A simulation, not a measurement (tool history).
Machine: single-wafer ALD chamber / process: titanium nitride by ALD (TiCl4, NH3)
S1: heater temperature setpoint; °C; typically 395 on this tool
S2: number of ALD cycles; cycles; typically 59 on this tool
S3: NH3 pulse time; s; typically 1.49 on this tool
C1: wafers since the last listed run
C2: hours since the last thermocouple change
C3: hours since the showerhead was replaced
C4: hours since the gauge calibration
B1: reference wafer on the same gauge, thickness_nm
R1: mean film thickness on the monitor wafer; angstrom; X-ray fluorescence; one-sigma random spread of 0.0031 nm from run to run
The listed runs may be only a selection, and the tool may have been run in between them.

run   hour   S1  S2    S3   C1      C2      C3     C4     B1     R1
  1      0  395  59  1.17    0  1869.1    3583  147.6  1.298  11.94
  2    6.3  395  59  1.49   32  1875.4  3589.3  153.9  1.298  12.29
  3   13.7  395  59  1.49   38  1882.8  3596.7  161.3  1.295  12.32
  4   22.6  395  59  1.49   46  1891.7  3605.6  170.2  1.296  12.28
  5   34.2  395  59  1.49   60  1903.3  3617.2  181.8  1.298  12.32
  6   50.3  395  59  1.49   84  1919.4  3633.3  197.9  1.297  12.28
  7   58.8  395  59  1.49   44  1927.9  3641.8  206.4  1.297  12.28
  8   71.2  395  59  1.49   64  1940.3  3654.2  218.8  1.297  12.29
  9   83.9  395  59  1.49   66    1953  3666.9  231.5  1.298  12.28
 10   93.6  395  59  1.49   50  1962.7  3676.6  241.2  1.297  12.27
 11  104.9  395  59  1.49   58    1974  3687.9  252.5  1.296  12.21
 12  116.6  395  64  1.49   61  1985.7  3699.6  264.2  1.294  13.28
 13  127.1  395  59   1.3   54  1996.2  3710.1  274.7  1.294  12.09
 14  178.1  395  59  1.49  266  2047.2  3761.1  325.7  1.294  12.28
     189.9  -- showerhead replaced
 15  194.9  395  59  1.49   45    2064       5  342.5  1.293  12.19
     214.9  -- thermocouple changed; heater temperature recalibrated
 16  215.4  395  59  1.49   65     0.5    25.5    363  1.292  12.25
 17  216.7  395  59  1.49    6     1.8    26.8  364.3  1.292  12.25
 18  245.8  395  59  1.36  151    30.9    55.9  393.4  1.289  12.12
 19  288.7  395  49  1.49  223    73.8    98.8  436.3  1.289  10.16
 20    300  395  59  1.49   58    85.1   110.1  447.6  1.288  12.18
 21  306.5  395  59  1.96   33    91.6   116.6  454.1   1.29  12.44
 22  313.3  406  65  1.49   35    98.4   123.4  460.9  1.288  13.48
 23    325  401  56   0.9   61   110.1   135.1  472.6  1.288  10.81
 24  367.1  395  59  1.49  219   152.2   177.2  514.7  1.287  12.15
 25  381.6  407  51  1.96   75   166.7   191.7  529.2  1.286  10.81
 26  387.7  400  59  1.13   31   172.8   197.8  535.3  1.283  11.87
 27  400.5  395  59  1.49   66   185.6   210.6  548.1  1.282  12.17
 28  416.1  406  55   1.1   81   201.2   226.2  563.7  1.282   11.1
     421.7  -- gauge calibrated
 29  425.3  390  59  1.49   48   210.4   235.4    3.6  1.302  12.27
 30  459.5  395  56  1.24  178   244.6   269.6   37.8  1.299  11.52
 31  498.1  395  59  1.49  201   283.2   308.2   76.4  1.302  12.34
 32  507.9  382  53  0.95   51     293     318   86.2  1.301  10.09
 33    517  395  59  1.49   47   302.1   327.1   95.3  1.302  12.31
 34  532.4  395  59  1.49   80   317.5   342.5  110.7  1.301  12.29
 35  542.5  395  59  1.49   52   327.6   352.6  120.8  1.301  12.33
 36  552.3  395  62  1.49   51   337.4   362.4  130.6  1.302  12.97
 37  564.2  388  49  1.03   62   349.3   374.3  142.5    1.3   9.62

Here are 5 independent what-if runs from the current tool condition. What would each one return?
  A  564.7  395  59  1.49   2  349.8  374.8  143   ?   ?
  B  564.7  395  59   1.9   2  349.8  374.8  143   ?   ?
  C  564.7  395  59  1.69   2  349.8  374.8  143   ?   ?
  D  564.7  395  63  1.89   2  349.8  374.8  143   ?   ?
  E  564.7  407  64  1.49   2  349.8  374.8  143   ?   ?

run     B1     R1
  A  1.301  12.34
  B  1.301  12.56
  C  1.301  12.46
  D  1.301  13.41
  E  1.301   13.5
Had the tool no hidden state, the same runs would have come out as:
run     R1
  A  12.33
  B  12.55
  C  12.46
  D   13.4
  E  13.49
